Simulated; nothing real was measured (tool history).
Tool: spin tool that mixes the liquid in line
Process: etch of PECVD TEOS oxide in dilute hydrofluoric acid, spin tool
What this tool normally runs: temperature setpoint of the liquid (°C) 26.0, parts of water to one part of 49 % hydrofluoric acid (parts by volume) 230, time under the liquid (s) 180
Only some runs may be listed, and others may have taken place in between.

run    hour  temperature setpoint of the liquid (°C)  parts of water to one part of 49 % hydrofluoric acid (parts by volume)  time under the liquid (s)  read-back film thickness of the PECVD TEOS oxide reference wafer, read on the same gauge (nm)  thickness taken off the PECVD TEOS oxide on a monitor wafer (Å)
  1     0.0                                     26.0                                                                     230                        140                                                                                         119.98                                                             77.5
  2    46.5                                     26.0                                                                     230                        140                                                                                         120.00                                                             77.9
  3   117.9                                     26.0                                                                     230                        140                                                                                         120.01                                                             77.7
  4   203.4                                     26.0                                                                     230                        180                                                                                         120.01                                                             99.5
  5   290.8                                     26.0                                                                     230                        180                                                                                         120.01                                                            100.9
  6   361.2                                     26.0                                                                     230                        180                                                                                         120.00                                                            102.4
  7   456.7                                     26.0                                                                     230                        180                                                                                         120.00                                                            101.5
      466.7  -- thermometer replaced
  8   497.9                                     26.0                                                                     230                        180                                                                                         120.01                                                            104.9
  9   566.0                                     26.0                                                                     230                        180                                                                                         119.99                                                            107.4
 10   627.5                                     26.0                                                                     310                        180                                                                                         119.98                                                             71.8
 11   714.3                                     26.0                                                                     230                        235                                                                                         119.99                                                            139.4
 12   813.4                                     26.0                                                                     230                        180                                                                                         119.99                                                            106.6
 13   893.9                                     26.0                                                                     230                        180                                                                                         120.00                                                            107.3
      935.0  -- thermometer replaced, repeated, since the last time left the tool worse
 14   941.4                                     26.0                                                                     230                        180                                                                                         119.99                                                             95.6
 15  1014.5                                     26.0                                                                     230                        180                                                                                         119.99                                                             95.8
 16  1087.3                                     26.0                                                                     230                        180                                                                                         119.99                                                             96.9
 17  1174.1                                     26.0                                                                     230                        180                                                                                         119.98                                                             96.5
 18  1244.8                                     26.0                                                                     230                        180                                                                                         119.98                                                             97.8
     1335.0  -- gauge calibrated
 19  1429.8                                     21.5                                                                     230                        265                                                                                         120.01                                                            122.3
 20  1486.7                                     26.0                                                                     230                        180                                                                                         120.00                                                             98.4
 21  1560.8                                     21.0                                                                     260                         90                                                                                         120.01                                                             35.3
 22  1624.6                                     23.5                                                                     230                        180                                                                                         119.99                                                             90.2
 23  1667.2                                     28.5                                                                     295                        135                                                                                         120.00                                                             59.4
 24  1751.7                                     26.0                                                                     230                        180                                                                                         119.99                                                             99.7
 25  1828.2                                     26.0                                                                     230                        255                                                                                         120.00                                                            140.0
 26  1912.8                                     26.0                                                                     315                        290                                                                                         119.98                                                            106.9
     1978.4  -- thermometer replaced
 27  1996.1                                     22.0                                                                     195                        180                                                                                         119.99                                                            101.0
     2007.1  -- hydrofluoric acid flow meter replaced
 28  2058.2                                     26.0                                                                     230                        180                                                                                         120.03                                                             96.3
 29  2148.0                                     26.0                                                                     230                        180                                                                                         119.99                                                             97.5
 30  2215.5                                     26.0                                                                     130                        245                                                                                         120.03                                                            265.6
 31  2527.5                                     26.0                                                                     230                        180                                                                                         119.98                                                             98.7
 32  2572.6                                     28.5                                                                     285                        140                                                                                         120.01                                                             63.7
 33  2675.2                                     26.0                                                                     300                        180                                                                                         120.00                                                             70.7

What if the next run were any one of these 4? Each begins from the tool's condition after run 33:
  A  2675.7                                     26.0                                                                     230                        180                                                                                              ?                                                                ?
  B  2675.7                                     30.5                                                                     230                        280                                                                                              ?                                                                ?
  C  2675.7                                     29.0                                                                     305                        180                                                                                              ?                                                                ?
  D  2675.7                                     26.0                                                                     175                         80                                                                                              ?                                                                ?

run  read-back film thickness of the PECVD TEOS oxide reference wafer, read on the same gauge (nm)  thickness taken off the PECVD TEOS oxide on a monitor wafer (Å)
  A                                                                                         120.01                                                            101.1
  B                                                                                         120.01                                                            183.3
  C                                                                                         120.01                                                             77.6
  D                                                                                         120.01                                                             62.9
What these runs would have given with no unlogged condition in the tool:
run  thickness taken off the PECVD TEOS oxide on a monitor wafer (Å)
  A                                                             97.6
  B                                                            177.4
  C                                                             75.2
  D                                                             60.7
